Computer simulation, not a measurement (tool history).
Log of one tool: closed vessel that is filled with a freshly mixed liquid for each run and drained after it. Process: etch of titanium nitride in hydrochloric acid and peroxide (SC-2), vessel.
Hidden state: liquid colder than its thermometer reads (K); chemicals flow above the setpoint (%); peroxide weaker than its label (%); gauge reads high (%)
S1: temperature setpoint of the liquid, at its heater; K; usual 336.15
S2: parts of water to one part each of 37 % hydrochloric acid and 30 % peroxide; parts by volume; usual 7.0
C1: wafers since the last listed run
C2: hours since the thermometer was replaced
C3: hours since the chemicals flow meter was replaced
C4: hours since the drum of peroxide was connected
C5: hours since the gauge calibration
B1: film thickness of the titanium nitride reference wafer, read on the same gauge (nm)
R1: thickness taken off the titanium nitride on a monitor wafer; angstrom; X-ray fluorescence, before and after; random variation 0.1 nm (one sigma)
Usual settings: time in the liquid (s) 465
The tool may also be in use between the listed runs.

{"run": 1, "day": 0.0, "S1": 336.15, "S2": 7.0, "time in the liquid (s)": 465, "C1": 0, "C2": 1617.3, "C3": 1043.4, "C4": 714.4, "C5": 141.7, "B1": 139.99, "R1": 247.7}
{"run": 2, "day": 1.317, "S1": 336.15, "S2": 7.0, "time in the liquid (s)": 465, "C1": 1450, "C2": 1648.9, "C3": 1075.0, "C4": 746.0, "C5": 173.3, "B1": 140.01, "R1": 247.4}
{"run": 3, "day": 2.2, "S1": 336.15, "S2": 7.0, "time in the liquid (s)": 465, "C1": 973, "C2": 1670.1, "C3": 1096.2, "C4": 767.2, "C5": 194.5, "B1": 139.99, "R1": 246.3}
{"run": 4, "day": 3.479, "S1": 336.15, "S2": 9.0, "time in the liquid (s)": 465, "C1": 1409, "C2": 1700.8, "C3": 1126.9, "C4": 797.9, "C5": 225.2, "B1": 140.0, "R1": 203.6}
{"run": 5, "day": 4.975, "S1": 343.15, "S2": 7.0, "time in the liquid (s)": 395, "C1": 1647, "C2": 1736.7, "C3": 1162.8, "C4": 833.8, "C5": 261.1, "B1": 139.98, "R1": 318.9}
{"run": 6, "day": 6.054, "S1": 329.65, "S2": 7.0, "time in the liquid (s)": 465, "C1": 1188, "C2": 1762.6, "C3": 1188.7, "C4": 859.7, "C5": 287.0, "B1": 139.99, "R1": 164.9}
{"run": 7, "day": 7.458, "S1": 329.65, "S2": 7.0, "time in the liquid (s)": 465, "C1": 1546, "C2": 1796.3, "C3": 1222.4, "C4": 893.4, "C5": 320.7, "B1": 139.99, "R1": 164.6}
{"run": 8, "day": 8.579, "S1": 333.15, "S2": 7.0, "time in the liquid (s)": 620, "C1": 1234, "C2": 1823.2, "C3": 1249.3, "C4": 920.3, "C5": 347.6, "B1": 140.01, "R1": 276.1}
{"run": 9, "day": 10.058, "S1": 333.15, "S2": 7.0, "time in the liquid (s)": 620, "C1": 1629, "C2": 1858.7, "C3": 1284.8, "C4": 955.8, "C5": 383.1, "B1": 140.03, "R1": 273.2}
{"run": 10, "day": 10.567, "S1": 332.65, "S2": 7.0, "time in the liquid (s)": 465, "C1": 559, "C2": 1870.9, "C3": 1297.0, "C4": 968.0, "C5": 395.3, "B1": 140.0, "R1": 201.1}
{"run": 11, "day": 11.467, "S1": 336.15, "S2": 7.0, "time in the liquid (s)": 465, "C1": 991, "C2": 1892.5, "C3": 1318.6, "C4": 989.6, "C5": 416.9, "B1": 140.0, "R1": 248.5}
{"run": 12, "day": 12.533, "S1": 336.15, "S2": 7.0, "time in the liquid (s)": 465, "C1": 1175, "C2": 1918.1, "C3": 1344.2, "C4": 1015.2, "C5": 442.5, "B1": 139.99, "R1": 250.3}
{"run": 13, "day": 13.946, "S1": 336.15, "S2": 7.0, "time in the liquid (s)": 465, "C1": 1555, "C2": 1952.0, "C3": 1378.1, "C4": 1049.1, "C5": 476.4, "B1": 139.99, "R1": 249.3}
{"run": 14, "day": 14.804, "S1": 331.65, "S2": 5.5, "time in the liquid (s)": 565, "C1": 945, "C2": 1972.6, "C3": 1398.7, "C4": 1069.7, "C5": 497.0, "B1": 140.01, "R1": 271.5}
{"run": 15, "day": 15.775, "S1": 341.65, "S2": 5.5, "time in the liquid (s)": 350, "C1": 1069, "C2": 1995.9, "C3": 1422.0, "C4": 1093.0, "C5": 520.3, "B1": 139.98, "R1": 312.5}
{"day": 16.467, "done": "chemicals flow meter replaced"}
{"run": 16, "day": 16.833, "S1": 336.15, "S2": 7.0, "time in the liquid (s)": 620, "C1": 1119, "C2": 2021.3, "C3": 8.8, "C4": 1118.4, "C5": 545.7, "B1": 140.01, "R1": 319.5}
{"run": 17, "day": 17.588, "S1": 336.15, "S2": 5.5, "time in the liquid (s)": 220, "C1": 830, "C2": 2039.4, "C3": 26.9, "C4": 1136.5, "C5": 563.8, "B1": 140.01, "R1": 135.8}
{"day": 18.838, "done": "new drum of peroxide connected"}
{"run": 18, "day": 18.9, "S1": 336.15, "S2": 10.0, "time in the liquid (s)": 645, "C1": 1399, "C2": 2070.9, "C3": 58.4, "C4": 1.5, "C5": 595.3, "B1": 140.0, "R1": 251.1}
{"run": 19, "day": 19.471, "S1": 336.15, "S2": 7.0, "time in the liquid (s)": 465, "C1": 628, "C2": 2084.6, "C3": 72.1, "C4": 15.2, "C5": 609.0, "B1": 139.97, "R1": 244.3}
{"day": 20.388, "done": "thermometer replaced"}
{"run": 20, "day": 20.45, "S1": 336.15, "S2": 7.0, "time in the liquid (s)": 465, "C1": 1032, "C2": 1.5, "C3": 95.6, "C4": 38.7, "C5": 632.5, "B1": 139.99, "R1": 242.1}
{"run": 21, "day": 22.617, "S1": 343.15, "S2": 8.0, "time in the liquid (s)": 370, "C1": 2386, "C2": 53.5, "C3": 147.6, "C4": 90.7, "C5": 684.5, "B1": 140.0, "R1": 266.8}
{"day": 22.929, "done": "gauge calibrated"}
{"run": 22, "day": 23.929, "S1": 339.65, "S2": 8.5, "time in the liquid (s)": 630, "C1": 1445, "C2": 85.0, "C3": 179.1, "C4": 122.2, "C5": 24.0, "B1": 139.97, "R1": 347.9}
{"run": 23, "day": 24.771, "S1": 341.15, "S2": 9.0, "time in the liquid (s)": 685, "C1": 927, "C2": 105.2, "C3": 199.3, "C4": 142.4, "C5": 44.2, "B1": 139.98, "R1": 396.8}
{"run": 24, "day": 25.542, "S1": 345.15, "S2": 4.0, "time in the liquid (s)": 650, "C1": 849, "C2": 123.7, "C3": 217.8, "C4": 160.9, "C5": 62.7, "B1": 140.01, "R1": 875.9}
{"run": 25, "day": 28.629, "S1": 326.15, "S2": 7.0, "time in the liquid (s)": 465, "C1": 3401, "C2": 197.8, "C3": 291.9, "C4": 235.0, "C5": 136.8, "B1": 140.02, "R1": 128.2}
{"run": 26, "day": 29.392, "S1": 345.15, "S2": 7.0, "time in the liquid (s)": 280, "C1": 839, "C2": 216.1, "C3": 310.2, "C4": 253.3, "C5": 155.1, "B1": 139.98, "R1": 250.6}
{"run": 27, "day": 30.254, "S1": 343.15, "S2": 10.5, "time in the liquid (s)": 285, "C1": 950, "C2": 236.8, "C3": 330.9, "C4": 274.0, "C5": 175.8, "B1": 140.02, "R1": 165.5}
{"run": 28, "day": 30.758, "S1": 336.15, "S2": 7.0, "time in the liquid (s)": 465, "C1": 555, "C2": 248.9, "C3": 343.0, "C4": 286.1, "C5": 187.9, "B1": 140.0, "R1": 244.2}
{"run": 29, "day": 31.433, "S1": 345.15, "S2": 4.5, "time in the liquid (s)": 465, "C1": 743, "C2": 265.1, "C3": 359.2, "C4": 302.3, "C5": 204.1, "B1": 140.01, "R1": 576.7}

The same runs without the tool's hidden state, with the same run-to-run variation:
run=1 R1=239.7
run=2 R1=239.2
run=3 R1=238.0
run=4 R1=196.2
run=5 R1=307.5
run=6 R1=158.9
run=7 R1=158.5
run=8 R1=265.6
run=9 R1=262.6
run=10 R1=193.2
run=11 R1=238.6
run=12 R1=240.1
run=13 R1=238.9
run=14 R1=260.7
run=15 R1=299.8
run=16 R1=316.1
run=17 R1=134.4
run=18 R1=247.9
run=19 R1=241.3
run=20 R1=239.0
run=21 R1=262.8
run=22 R1=342.3
run=23 R1=390.0
run=24 R1=863.2
run=25 R1=125.8
run=26 R1=245.7
run=27 R1=161.9
run=28 R1=239.2
run=29 R1=565.8
